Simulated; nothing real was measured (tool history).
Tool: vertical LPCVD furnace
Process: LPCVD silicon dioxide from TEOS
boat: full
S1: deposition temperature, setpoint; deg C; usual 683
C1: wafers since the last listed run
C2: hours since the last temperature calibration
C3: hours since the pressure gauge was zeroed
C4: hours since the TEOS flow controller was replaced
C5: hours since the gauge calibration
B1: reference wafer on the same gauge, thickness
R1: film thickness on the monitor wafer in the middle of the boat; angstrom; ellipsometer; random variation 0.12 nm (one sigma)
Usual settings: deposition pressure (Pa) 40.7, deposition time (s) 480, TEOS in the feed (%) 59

{"run": 1, "day": 0.0, "S1": 683, "deposition pressure (Pa)": 40.7, "deposition time (s)": 480, "TEOS in the feed (%)": 63, "C1": 0, "C2": 1411.3, "C3": 2148.0, "C4": 6025.3, "C5": 442.8, "B1": 30.58, "R1": 382.4}
{"run": 2, "day": 2.375, "S1": 683, "deposition pressure (Pa)": 40.7, "deposition time (s)": 480, "TEOS in the feed (%)": 59, "C1": 1370, "C2": 1468.3, "C3": 2205.0, "C4": 6082.3, "C5": 499.8, "B1": 30.62, "R1": 368.9}
{"run": 3, "day": 6.279, "S1": 683, "deposition pressure (Pa)": 40.7, "deposition time (s)": 480, "TEOS in the feed (%)": 59, "C1": 2252, "C2": 1562.0, "C3": 2298.7, "C4": 6176.0, "C5": 593.5, "B1": 30.62, "R1": 370.3}
{"run": 4, "day": 10.233, "S1": 683, "deposition pressure (Pa)": 40.7, "deposition time (s)": 480, "TEOS in the feed (%)": 59, "C1": 2281, "C2": 1656.9, "C3": 2393.6, "C4": 6270.9, "C5": 688.4, "B1": 30.61, "R1": 370.5}
{"run": 5, "day": 13.929, "S1": 683, "deposition pressure (Pa)": 40.7, "deposition time (s)": 480, "TEOS in the feed (%)": 59, "C1": 2132, "C2": 1745.6, "C3": 2482.3, "C4": 6359.6, "C5": 777.1, "B1": 30.54, "R1": 368.5}
{"run": 6, "day": 16.2, "S1": 683, "deposition pressure (Pa)": 40.7, "deposition time (s)": 390, "TEOS in the feed (%)": 59, "C1": 1310, "C2": 1800.1, "C3": 2536.8, "C4": 6414.1, "C5": 831.6, "B1": 30.63, "R1": 301.9}
{"run": 7, "day": 19.679, "S1": 683, "deposition pressure (Pa)": 40.7, "deposition time (s)": 480, "TEOS in the feed (%)": 59, "C1": 2007, "C2": 1883.6, "C3": 2620.3, "C4": 6497.6, "C5": 915.1, "B1": 30.6, "R1": 370.0}
{"run": 8, "day": 22.258, "S1": 683, "deposition pressure (Pa)": 40.7, "deposition time (s)": 480, "TEOS in the feed (%)": 59, "C1": 1487, "C2": 1945.5, "C3": 2682.2, "C4": 6559.5, "C5": 977.0, "B1": 30.59, "R1": 370.2}
{"run": 9, "day": 24.525, "S1": 683, "deposition pressure (Pa)": 40.7, "deposition time (s)": 480, "TEOS in the feed (%)": 59, "C1": 1307, "C2": 1999.9, "C3": 2736.6, "C4": 6613.9, "C5": 1031.4, "B1": 30.62, "R1": 371.6}
{"day": 28.9, "done": "TEOS flow controller replaced"}
{"run": 10, "day": 28.967, "S1": 683, "deposition pressure (Pa)": 40.7, "deposition time (s)": 480, "TEOS in the feed (%)": 59, "C1": 1985, "C2": 2106.5, "C3": 2843.2, "C4": 1.6, "C5": 1138.0, "B1": 30.58, "R1": 370.8}
{"run": 11, "day": 32.592, "S1": 683, "deposition pressure (Pa)": 40.7, "deposition time (s)": 480, "TEOS in the feed (%)": 59, "C1": 2091, "C2": 2193.5, "C3": 2930.2, "C4": 88.6, "C5": 1225.0, "B1": 30.61, "R1": 370.3}
{"run": 12, "day": 36.517, "S1": 683, "deposition pressure (Pa)": 40.7, "deposition time (s)": 480, "TEOS in the feed (%)": 59, "C1": 2264, "C2": 2287.7, "C3": 3024.4, "C4": 182.8, "C5": 1319.2, "B1": 30.62, "R1": 371.9}
{"day": 38.783, "done": "thermocouples replaced and temperature profile calibrated"}
{"run": 13, "day": 40.267, "S1": 671, "deposition pressure (Pa)": 40.7, "deposition time (s)": 360, "TEOS in the feed (%)": 59, "C1": 1586, "C2": 35.6, "C3": 3114.4, "C4": 272.8, "C5": 1409.2, "B1": 30.63, "R1": 205.0}
{"run": 14, "day": 42.517, "S1": 683, "deposition pressure (Pa)": 40.7, "deposition time (s)": 480, "TEOS in the feed (%)": 59, "C1": 1298, "C2": 89.6, "C3": 3168.4, "C4": 326.8, "C5": 1463.2, "B1": 30.54, "R1": 363.9}
{"run": 15, "day": 46.062, "S1": 694, "deposition pressure (Pa)": 40.7, "deposition time (s)": 330, "TEOS in the feed (%)": 52, "C1": 2045, "C2": 174.7, "C3": 3253.5, "C4": 411.9, "C5": 1548.3, "B1": 30.59, "R1": 302.5}
{"run": 16, "day": 50.217, "S1": 683, "deposition pressure (Pa)": 40.7, "deposition time (s)": 480, "TEOS in the feed (%)": 70, "C1": 2396, "C2": 274.4, "C3": 3353.2, "C4": 511.6, "C5": 1648.0, "B1": 30.57, "R1": 393.7}
{"day": 52.179, "done": "gauge calibrated"}
{"run": 17, "day": 52.417, "S1": 683, "deposition pressure (Pa)": 40.7, "deposition time (s)": 390, "TEOS in the feed (%)": 64, "C1": 1269, "C2": 327.2, "C3": 3406.0, "C4": 564.4, "C5": 5.7, "B1": 30.6, "R1": 308.1}
{"day": 56.25, "done": "pressure gauge zeroed"}
{"run": 18, "day": 56.271, "S1": 694, "deposition pressure (Pa)": 40.7, "deposition time (s)": 480, "TEOS in the feed (%)": 59, "C1": 1646, "C2": 419.7, "C3": 0.5, "C4": 656.9, "C5": 98.2, "B1": 30.63, "R1": 487.7}
{"run": 19, "day": 58.838, "S1": 683, "deposition pressure (Pa)": 36.7, "deposition time (s)": 480, "TEOS in the feed (%)": 48, "C1": 1480, "C2": 481.3, "C3": 62.1, "C4": 718.5, "C5": 159.8, "B1": 30.59, "R1": 318.2}
{"run": 20, "day": 61.588, "S1": 677, "deposition pressure (Pa)": 50.0, "deposition time (s)": 660, "TEOS in the feed (%)": 56, "C1": 1586, "C2": 547.3, "C3": 128.1, "C4": 784.5, "C5": 225.8, "B1": 30.58, "R1": 477.7}
{"run": 21, "day": 65.475, "S1": 688, "deposition pressure (Pa)": 45.3, "deposition time (s)": 480, "TEOS in the feed (%)": 49, "C1": 2242, "C2": 640.6, "C3": 221.4, "C4": 877.8, "C5": 319.1, "B1": 30.6, "R1": 403.0}
{"run": 22, "day": 69.55, "S1": 683, "deposition pressure (Pa)": 40.7, "deposition time (s)": 480, "TEOS in the feed (%)": 59, "C1": 2350, "C2": 738.4, "C3": 319.2, "C4": 975.6, "C5": 416.9, "B1": 30.61, "R1": 373.9}
{"run": 23, "day": 72.462, "S1": 671, "deposition pressure (Pa)": 40.7, "deposition time (s)": 540, "TEOS in the feed (%)": 63, "C1": 1680, "C2": 808.3, "C3": 389.1, "C4": 1045.5, "C5": 486.8, "B1": 30.62, "R1": 323.8}
{"run": 24, "day": 76.283, "S1": 683, "deposition pressure (Pa)": 40.7, "deposition time (s)": 480, "TEOS in the feed (%)": 59, "C1": 2204, "C2": 900.0, "C3": 480.8, "C4": 1137.2, "C5": 578.5, "B1": 30.61, "R1": 376.3}
{"run": 25, "day": 78.462, "S1": 683, "deposition pressure (Pa)": 40.7, "deposition time (s)": 420, "TEOS in the feed (%)": 59, "C1": 1257, "C2": 952.3, "C3": 533.1, "C4": 1189.5, "C5": 630.8, "B1": 30.65, "R1": 326.2}
{"run": 26, "day": 81.179, "S1": 683, "deposition pressure (Pa)": 40.7, "deposition time (s)": 480, "TEOS in the feed (%)": 59, "C1": 1567, "C2": 1017.5, "C3": 598.3, "C4": 1254.7, "C5": 696.0, "B1": 30.62, "R1": 372.8}
{"run": 27, "day": 84.017, "S1": 683, "deposition pressure (Pa)": 35.3, "deposition time (s)": 480, "TEOS in the feed (%)": 50, "C1": 1637, "C2": 1085.6, "C3": 666.4, "C4": 1322.8, "C5": 764.1, "B1": 30.59, "R1": 319.9}
{"run": 28, "day": 88.517, "S1": 691, "deposition pressure (Pa)": 36.0, "deposition time (s)": 480, "TEOS in the feed (%)": 53, "C1": 2596, "C2": 1193.6, "C3": 774.4, "C4": 1430.8, "C5": 872.1, "B1": 30.6, "R1": 402.5}
{"run": 29, "day": 90.379, "S1": 679, "deposition pressure (Pa)": 34.7, "deposition time (s)": 480, "TEOS in the feed (%)": 59, "C1": 1074, "C2": 1238.3, "C3": 819.1, "C4": 1475.5, "C5": 916.8, "B1": 30.6, "R1": 312.4}
{"run": 30, "day": 92.388, "S1": 677, "deposition pressure (Pa)": 32.7, "deposition time (s)": 480, "TEOS in the feed (%)": 59, "C1": 1158, "C2": 1286.5, "C3": 867.3, "C4": 1523.7, "C5": 965.0, "B1": 30.62, "R1": 288.8}

The same runs without the tool's hidden state, with the same run-to-run variation:
The hidden state here: true tube temperature minus thermocouple reading, K; true pressure minus gauge reading, mTorr; deviation of the TEOS flow from its setpoint, %; gauge reads high (%).
run=1 R1=382.2
run=2 R1=368.6
run=3 R1=370.0
run=4 R1=370.1
run=5 R1=368.0
run=6 R1=301.4
run=7 R1=369.3
run=8 R1=369.5
run=9 R1=370.8
run=10 R1=369.9
run=11 R1=369.3
run=12 R1=370.8
run=13 R1=208.7
run=14 R1=370.5
run=15 R1=308.0
run=16 R1=400.6
run=17 R1=313.5
run=18 R1=484.1
run=19 R1=315.7
run=20 R1=474.0
run=21 R1=399.7
run=22 R1=370.7
run=23 R1=320.9
run=24 R1=373.0
run=25 R1=323.3
run=26 R1=369.3
run=27 R1=317.0
run=28 R1=398.8
run=29 R1=309.5
run=30 R1=286.2
